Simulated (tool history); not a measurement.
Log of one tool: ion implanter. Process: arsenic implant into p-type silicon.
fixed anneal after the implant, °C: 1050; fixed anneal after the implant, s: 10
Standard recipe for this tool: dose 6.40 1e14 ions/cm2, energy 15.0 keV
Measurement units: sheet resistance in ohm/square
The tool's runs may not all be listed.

run,hour,dose,energy,"read-back reference wafer on the same gauge, sheet resistance",sheet resistance
1,0.0,6.40,15.0,136.99,160.88
2,8.0,6.40,15.0,137.03,160.66
3,18.3,6.40,15.0,136.95,160.64
4,28.4,6.40,15.0,137.05,160.65
# hour 32.1: gauge calibrated
5,53.9,6.40,11.0,136.98,165.18
6,65.7,6.40,11.0,136.96,165.42
7,83.3,6.40,15.0,137.06,160.03
# hour 93.1: Faraday cup replaced and dose calibrated
8,95.5,6.40,15.0,137.03,164.75
9,105.2,6.40,15.0,137.02,164.63
# hour 114.1: extraction supply calibrated
10,114.6,5.31,12.0,136.96,192.26
11,122.7,7.92,11.5,136.96,145.77
12,133.6,8.24,15.0,137.09,138.26
13,147.2,6.40,15.0,137.05,164.51
14,159.5,6.40,15.0,137.10,164.56
15,166.3,7.58,15.0,137.03,145.84
# hour 168.9: gauge calibrated
16,175.0,7.92,11.5,137.04,145.59
17,185.0,7.49,11.0,137.04,152.06
18,236.2,7.38,15.0,137.00,148.43

Alternative continuations, all from the tool just after run 18; predict every row:
A,236.6,6.40,19.0,?,?
B,236.6,4.61,10.5,?,?
C,236.6,5.53,18.5,?,?

run,"read-back reference wafer on the same gauge, sheet resistance",sheet resistance
A,137.07,159.39
B,137.07,215.17
C,137.07,177.87
Without the tool's unlogged condition, the same runs would have read:
run,sheet resistance
A,159.36
B,215.12
C,177.83

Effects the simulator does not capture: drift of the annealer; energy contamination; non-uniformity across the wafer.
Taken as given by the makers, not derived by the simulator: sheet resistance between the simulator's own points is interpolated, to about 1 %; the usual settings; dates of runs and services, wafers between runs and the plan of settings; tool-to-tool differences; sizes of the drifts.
